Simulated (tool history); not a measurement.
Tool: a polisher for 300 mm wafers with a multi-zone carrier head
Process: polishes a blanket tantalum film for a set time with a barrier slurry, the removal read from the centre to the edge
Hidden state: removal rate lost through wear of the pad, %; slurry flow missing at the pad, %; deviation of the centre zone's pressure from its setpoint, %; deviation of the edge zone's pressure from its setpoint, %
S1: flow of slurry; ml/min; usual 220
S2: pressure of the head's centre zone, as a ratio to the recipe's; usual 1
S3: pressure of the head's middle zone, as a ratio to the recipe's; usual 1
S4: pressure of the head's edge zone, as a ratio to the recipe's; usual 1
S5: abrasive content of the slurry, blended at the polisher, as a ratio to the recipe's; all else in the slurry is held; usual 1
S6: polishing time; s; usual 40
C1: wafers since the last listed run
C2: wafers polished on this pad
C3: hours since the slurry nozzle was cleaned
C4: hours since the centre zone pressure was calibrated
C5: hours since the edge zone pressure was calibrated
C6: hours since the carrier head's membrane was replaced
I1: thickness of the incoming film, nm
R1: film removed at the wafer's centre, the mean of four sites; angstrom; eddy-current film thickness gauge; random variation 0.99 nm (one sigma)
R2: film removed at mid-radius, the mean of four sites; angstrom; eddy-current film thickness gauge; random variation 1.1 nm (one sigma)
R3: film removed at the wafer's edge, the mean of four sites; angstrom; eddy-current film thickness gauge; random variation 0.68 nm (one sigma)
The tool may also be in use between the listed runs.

{"run": 1, "hour": 0.0, "S1": 220, "S2": 1, "S3": 1, "S4": 1, "S5": 1, "S6": 40, "C1": 0, "C2": 5625, "C3": 215.7, "C4": 817.4, "C5": 823.3, "C6": 829.3, "I1": 220, "R1": 860, "R2": 871, "R3": 872}
{"run": 2, "hour": 37.9, "S1": 220, "S2": 1, "S3": 1, "S4": 1, "S5": 1, "S6": 40, "C1": 473, "C2": 6099, "C3": 253.6, "C4": 855.3, "C5": 861.2, "C6": 867.2, "I1": 219.2, "R1": 869, "R2": 886, "R3": 868}
{"hour": 42.8, "done": "centre zone pressure recalibrated"}
{"run": 3, "hour": 98.5, "S1": 220, "S2": 1, "S3": 1, "S4": 1, "S5": 1, "S6": 40, "C1": 732, "C2": 6831, "C3": 314.2, "C4": 55.7, "C5": 921.8, "C6": 927.8, "I1": 217.9, "R1": 918, "R2": 914, "R3": 856}
{"hour": 123.8, "done": "carrier head's membrane replaced by a new one"}
{"run": 4, "hour": 139.2, "S1": 220, "S2": 1, "S3": 1, "S4": 1, "S5": 1, "S6": 40, "C1": 446, "C2": 7277, "C3": 354.9, "C4": 96.4, "C5": 962.5, "C6": 15.4, "I1": 220.8, "R1": 928, "R2": 892, "R3": 864}
{"hour": 144.2, "done": "worn pad replaced by a new one"}
{"run": 5, "hour": 214.7, "S1": 220, "S2": 1, "S3": 1, "S4": 1.09, "S5": 1, "S6": 48, "C1": 893, "C2": 881, "C3": 430.4, "C4": 171.9, "C5": 1038, "C6": 90.9, "I1": 220.2, "R1": 1101, "R2": 1083, "R3": 1074}
{"hour": 247.0, "done": "slurry nozzle cleaned"}
{"run": 6, "hour": 292.5, "S1": 220, "S2": 1, "S3": 1, "S4": 1, "S5": 1, "S6": 28, "C1": 959, "C2": 1841, "C3": 45.5, "C4": 249.7, "C5": 1115.8, "C6": 168.7, "I1": 217.2, "R1": 643, "R2": 633, "R3": 603}
{"run": 7, "hour": 343.6, "S1": 220, "S2": 0.95, "S3": 1, "S4": 1, "S5": 1, "S6": 40, "C1": 638, "C2": 2479, "C3": 96.6, "C4": 300.8, "C5": 1166.9, "C6": 219.8, "I1": 224, "R1": 872, "R2": 916, "R3": 866}
{"run": 8, "hour": 419.5, "S1": 275, "S2": 1, "S3": 1, "S4": 0.97, "S5": 1, "S6": 40, "C1": 948, "C2": 3428, "C3": 172.5, "C4": 376.7, "C5": 1242.8, "C6": 295.7, "I1": 223.9, "R1": 916, "R2": 905, "R3": 867}
{"run": 9, "hour": 522.3, "S1": 220, "S2": 1, "S3": 1, "S4": 1, "S5": 1, "S6": 40, "C1": 1284, "C2": 4713, "C3": 275.3, "C4": 479.5, "C5": 1345.6, "C6": 398.5, "I1": 223, "R1": 905, "R2": 911, "R3": 865}
{"hour": 544.8, "done": "edge zone pressure recalibrated"}
{"run": 10, "hour": 606.3, "S1": 290, "S2": 1, "S3": 1, "S4": 0.94, "S5": 1, "S6": 40, "C1": 1024, "C2": 5737, "C3": 359.3, "C4": 563.5, "C5": 61.5, "C6": 482.5, "I1": 216.4, "R1": 926, "R2": 895, "R3": 847}
{"hour": 670.4, "done": "worn pad replaced by a new one"}
{"run": 11, "hour": 704.9, "S1": 220, "S2": 1, "S3": 1.03, "S4": 0.94, "S5": 1, "S6": 40, "C1": 1182, "C2": 431, "C3": 457.9, "C4": 662.1, "C5": 160.1, "C6": 581.1, "I1": 221.6, "R1": 878, "R2": 895, "R3": 842}
{"hour": 782.8, "done": "centre zone pressure recalibrated"}
{"run": 12, "hour": 796.6, "S1": 220, "S2": 1, "S3": 1, "S4": 1, "S5": 1, "S6": 40, "C1": 1120, "C2": 1552, "C3": 549.6, "C4": 13.8, "C5": 251.8, "C6": 672.8, "I1": 218.6, "R1": 931, "R2": 896, "R3": 860}
{"hour": 834.1, "done": "slurry nozzle cleaned"}
{"run": 13, "hour": 845.7, "S1": 245, "S2": 1, "S3": 1, "S4": 1, "S5": 1, "S6": 53, "C1": 601, "C2": 2153, "C3": 11.6, "C4": 62.9, "C5": 300.9, "C6": 721.9, "I1": 220.6, "R1": 1238, "R2": 1181, "R3": 1153}
{"hour": 1034.5, "done": "carrier head's membrane replaced by a new one"}
{"run": 14, "hour": 1071.7, "S1": 285, "S2": 0.89, "S3": 1, "S4": 1, "S5": 1.1, "S6": 40, "C1": 2761, "C2": 4915, "C3": 237.6, "C4": 288.9, "C5": 526.9, "C6": 37.2, "I1": 224.3, "R1": 879, "R2": 960, "R3": 911}
{"run": 15, "hour": 1162.2, "S1": 285, "S2": 1, "S3": 0.89, "S4": 1, "S5": 1, "S6": 40, "C1": 1130, "C2": 6046, "C3": 328.1, "C4": 379.4, "C5": 617.4, "C6": 127.7, "I1": 220.1, "R1": 943, "R2": 817, "R3": 878}
{"run": 16, "hour": 1208.6, "S1": 220, "S2": 1.05, "S3": 0.91, "S4": 0.92, "S5": 1, "S6": 52, "C1": 579, "C2": 6625, "C3": 374.5, "C4": 425.8, "C5": 663.8, "C6": 174.1, "I1": 216.5, "R1": 1246, "R2": 1064, "R3": 1070}
{"hour": 1239.4, "done": "worn pad replaced by a new one"}
{"run": 17, "hour": 1254.9, "S1": 220, "S2": 1, "S3": 1, "S4": 1, "S5": 1, "S6": 40, "C1": 528, "C2": 193, "C3": 420.8, "C4": 472.1, "C5": 710.1, "C6": 220.4, "I1": 220.3, "R1": 915, "R2": 882, "R3": 854}
{"hour": 1345.2, "done": "slurry nozzle cleaned"}
{"run": 18, "hour": 1407.8, "S1": 220, "S2": 1.04, "S3": 0.89, "S4": 0.92, "S5": 1, "S6": 40, "C1": 1898, "C2": 2091, "C3": 62.6, "C4": 625, "C5": 863, "C6": 373.3, "I1": 218.1, "R1": 933, "R2": 817, "R3": 834}

The next listed run, before its measurement:
{"run": 19, "hour": 1486.8, "S1": 220, "S2": 1, "S3": 1, "S4": 1, "S5": 1, "S6": 40, "C1": 987, "C2": 3079, "C3": 141.6, "C4": 704, "C5": 942, "C6": 452.3, "I1": 219.9, "R1": "?", "R2": "?", "R3": "?"}

Run 19 gave R1 879 angstrom, R2 901 angstrom, R3 872 angstrom.
Without the tool's hidden state the same run would have given R1 930 angstrom, R2 901 angstrom, R3 872 angstrom.

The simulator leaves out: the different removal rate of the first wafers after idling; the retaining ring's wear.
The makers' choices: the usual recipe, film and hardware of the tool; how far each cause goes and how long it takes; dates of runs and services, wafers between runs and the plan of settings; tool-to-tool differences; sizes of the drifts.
